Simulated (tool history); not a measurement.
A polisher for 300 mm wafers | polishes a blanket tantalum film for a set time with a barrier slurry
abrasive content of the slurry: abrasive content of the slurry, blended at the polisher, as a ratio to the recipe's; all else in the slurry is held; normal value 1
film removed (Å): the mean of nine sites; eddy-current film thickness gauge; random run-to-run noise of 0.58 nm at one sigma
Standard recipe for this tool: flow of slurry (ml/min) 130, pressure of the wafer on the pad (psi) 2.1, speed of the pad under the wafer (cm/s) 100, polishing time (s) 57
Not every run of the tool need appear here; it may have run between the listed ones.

run      day  flow of slurry (ml/min)  pressure of the wafer on the pad (psi)  speed of the pad under the wafer (cm/s)  abrasive content of the slurry  polishing time (s)  wafers since the last listed run  wafers polished on this pad  hours since the slurry nozzle was cleaned  hours since the head pressure was calibrated  hours since the slurry blender was calibrated  incoming thickness of the incoming film, nm  film removed (Å)
  1        0                      130                                     2.1                                      100                               1                  57                                 0                         6124                                       25.8                                         436.6                                          519.1                                        285.6               899
       2.554  -- worn pad replaced by a new one
       3.442  -- slurry blender recalibrated
  2    4.254                      130                                     2.1                                      100                               1                  57                              1242                          502                                      127.9                                         538.7                                           19.5                                          286               904
       5.346  -- head pressure recalibrated
  3    7.804                      130                                     2.1                                      100                               1                  57                              1075                         1577                                      213.1                                            59                                          104.7                                        293.7               904
  4   10.458                      165                                     2.1                                      122                               1                  57                               823                         2401                                      276.8                                         122.7                                          168.4                                        292.5              1140
  5   13.733                      165                                     2.1                                      122                               1                  57                              1016                         3417                                      355.4                                         201.3                                            247                                        289.8              1131
  6   17.662                      130                                     2.1                                      100                               1                  57                              1219                         4636                                      449.7                                         295.6                                          341.3                                          287               895
  7   20.746                      130                                     2.1                                      100                               1                  57                               956                         5592                                      523.7                                         369.6                                          415.3                                        289.5               897
      22.388  -- slurry nozzle cleaned
      24.062  -- worn pad replaced by a new one
      25.496  -- slurry blender recalibrated
  8    28.15                      130                                     2.1                                      100                               1                  57                              2206                         1242                                      138.3                                         547.3                                           63.7                                        287.7               894
      28.371  -- head pressure recalibrated
  9   35.433                      130                                     2.1                                      100                               1                  57                              2233                         3476                                      313.1                                         169.5                                          238.5                                        289.3               901
 10   38.242                      130                                     2.1                                      100                               1                  57                               871                         4347                                      380.5                                         236.9                                          305.9                                        288.5               897
 11   41.012                      130                                     2.1                                      100                               1                  57                               859                         5207                                        447                                         303.4                                          372.4                                        289.6               885
 12   45.275                      130                                     2.1                                      100                               1                  57                              1322                         6529                                      549.3                                         405.7                                          474.7                                        285.9               896
      46.679  -- worn pad replaced by a new one
      48.658  -- slurry blender recalibrated
      48.983  -- head pressure recalibrated
 13   49.346                      130                                     2.1                                      100                               1                  57                              1159                          775                                        647                                           8.7                                           16.5                                        290.4               892
      51.033  -- slurry nozzle cleaned
 14   51.771                      130                                     2.1                                      100                               1                  57                               739                         1514                                       17.7                                          66.9                                           74.7                                        288.4               902
 15   56.117                      130                                     2.1                                      100                               1                  57                              1348                         2863                                        122                                         171.2                                            179                                        290.8               898
 16     59.4                      130                                     2.1                                      100                               1                  57                              1018                         3881                                      200.8                                           250                                          257.8                                        292.2               895
 17     60.9                      130                                     2.1                                       80                               1                  57                               465                         4347                                      236.8                                           286                                          293.8                                        288.3               715
 18   64.054                      145                                     1.9                                      100                            1.25                  66                               978                         5325                                      312.5                                         361.7                                          369.5                                        294.4              1000
 19   66.862                      145                                     1.9                                      100                            1.25                  66                               871                         6196                                      379.9                                         429.1                                          436.9                                        294.2              1006
      69.046  -- worn pad replaced by a new one
      69.496  -- slurry blender recalibrated
 20   70.612                      130                                     1.5                                       78                             0.8                  69                              1085                          460                                      469.9                                         519.1                                           26.8                                        293.7               568
 21   73.729                      130                                     2.1                                      100                             1.2                  57                               966                         1427                                      544.7                                         593.9                                          101.6                                        286.4               940
      74.108  -- head pressure recalibrated
 22   76.238                      130                                     2.1                                      100                               1                  57                               752                         2179                                      604.9                                          51.1                                          161.8                                        292.1               901
      78.275  -- slurry nozzle cleaned
 23   80.367                      130                                     2.1                                      100                               1                  57                              1268                         3447                                       50.2                                         150.2                                          260.9                                        285.8               888
 24   83.567                      130                                     2.1                                      110                             0.7                  57                               992                         4440                                        127                                           227                                          337.7                                        290.7               903
      89.317  -- slurry blender recalibrated
      91.025  -- worn pad replaced by a new one
 25   96.283                      130                                     2.1                                      100                               1                  57                              3867                         1631                                      432.2                                         532.2                                          167.2                                        294.9               901
        99.7  -- head pressure recalibrated
 26   99.921                       90                                     2.1                                       72                               1                  57                              1102                         2734                                      519.5                                           5.3                                          254.5                                        291.4               610
 27  103.538                      165                                     2.1                                      122                               1                  57                              1122                         3856                                      606.3                                          92.1                                          341.3                                        289.6              1123
 28  105.321                      160                                     1.9                                      116                               1                  57                               553                         4409                                      649.1                                         134.9                                          384.1                                        287.8               973
     107.508  -- slurry nozzle cleaned
 29  109.146                      160                                     2.4                                      100                               1                  63                              1173                         5583                                       39.3                                         226.7                                          475.9                                        286.5              1173
 30  112.733                      160                                     2.1                                      100                               1                  57                              1113                         6696                                      125.4                                         312.8                                            562                                        293.6               927

Branching from run 30: 4 alternative next runs. What would each branch give?
  A  112.75                      130                                     2.1                                      134                               1                  57                                 5                         6701                                      125.8                                         313.2                                          562.4                                        288.3                 ?
  B  112.75                      130                                     2.1                                      100                             0.7                  65                                 5                         6701                                      125.8                                         313.2                                          562.4                                        288.3                 ?
  C  112.75                      150                                     2.1                                       82                            1.25                  49                                 5                         6701                                      125.8                                         313.2                                          562.4                                        288.3                 ?
  D  112.75                      130                                     1.6                                      100                               1                  57                                 5                         6701                                      125.8                                         313.2                                          562.4                                        288.3                 ?

run  film removed (Å)
  A              1196
  B               931
  C               675
  D               680
With the hidden condition removed and each run's random variation left untouched, the same runs would have given:
run  film removed (Å)
  A              1196
  B               931
  C               675
  D               680

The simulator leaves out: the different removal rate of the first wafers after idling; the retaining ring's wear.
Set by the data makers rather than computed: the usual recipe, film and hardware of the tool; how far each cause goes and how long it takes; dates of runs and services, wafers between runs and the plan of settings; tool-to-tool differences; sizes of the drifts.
